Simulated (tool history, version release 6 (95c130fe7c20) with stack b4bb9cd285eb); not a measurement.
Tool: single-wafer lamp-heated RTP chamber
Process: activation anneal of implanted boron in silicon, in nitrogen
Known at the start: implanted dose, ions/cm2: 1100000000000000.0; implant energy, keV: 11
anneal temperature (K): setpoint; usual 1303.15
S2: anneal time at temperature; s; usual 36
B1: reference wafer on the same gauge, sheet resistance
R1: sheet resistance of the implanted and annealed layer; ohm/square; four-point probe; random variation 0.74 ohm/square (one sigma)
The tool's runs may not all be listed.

run 1 hour=0 | anneal_temperature_(K)=1303.15 S2=27 | B1=140.03 | R1=129.03
run 2 hour=36.6 | anneal_temperature_(K)=1303.15 S2=27 | B1=139.73 | R1=127.07
run 3 hour=90.3 | anneal_temperature_(K)=1303.15 S2=27 | B1=139.83 | R1=126.67
run 4 hour=120.9 | anneal_temperature_(K)=1290.15 S2=36 | B1=140.38 | R1=127.83
run 5 hour=185.9 | anneal_temperature_(K)=1320.15 S2=36 | B1=140.29 | R1=122.3
run 6 hour=245.6 | anneal_temperature_(K)=1313.15 S2=52 | B1=140.4 | R1=121.07
run 7 hour=287.8 | anneal_temperature_(K)=1303.15 S2=36 | B1=139.85 | R1=126.92
run 8 hour=335 | anneal_temperature_(K)=1303.15 S2=36 | B1=139.95 | R1=124.64
-- hour=363.5 pyrometer window cleaned and pyrometer calibrated
run 9 hour=374.2 | anneal_temperature_(K)=1303.15 S2=36 | B1=139.78 | R1=125.97
run 10 hour=427.4 | anneal_temperature_(K)=1327.15 S2=36 | B1=139.96 | R1=120.47
run 11 hour=476.8 | anneal_temperature_(K)=1303.15 S2=36 | B1=140.21 | R1=124.76
-- hour=515.3 reflector plate cleaned
run 12 hour=525.4 | anneal_temperature_(K)=1303.15 S2=36 | B1=140.38 | R1=125.38
run 13 hour=601.1 | anneal_temperature_(K)=1303.15 S2=36 | B1=139.81 | R1=126.12
run 14 hour=636.5 | anneal_temperature_(K)=1303.15 S2=36 | B1=140.25 | R1=125.94
run 15 hour=672 | anneal_temperature_(K)=1294.15 S2=36 | B1=139.93 | R1=128.11
run 16 hour=701.8 | anneal_temperature_(K)=1314.15 S2=16 | B1=140.05 | R1=126.96
run 17 hour=731.3 | anneal_temperature_(K)=1292.15 S2=24 | B1=139.63 | R1=130.28
run 18 hour=766.3 | anneal_temperature_(K)=1314.15 S2=52 | B1=139.42 | R1=121.58
run 19 hour=811.9 | anneal_temperature_(K)=1303.15 S2=21 | B1=139.74 | R1=128
-- hour=829.5 pyrometer window cleaned and pyrometer calibrated
run 20 hour=841.2 | anneal_temperature_(K)=1303.15 S2=27 | B1=139.95 | R1=127.19

Forecast run 21:
run 21 hour=900.6 | anneal_temperature_(K)=1289.15 S2=36 | B1=? | R1=?

{"run 21": {"B1": 139.84, "R1": 129.28}}
Without the tool's hidden state the same run would have given R1 129.28 ohm/square.
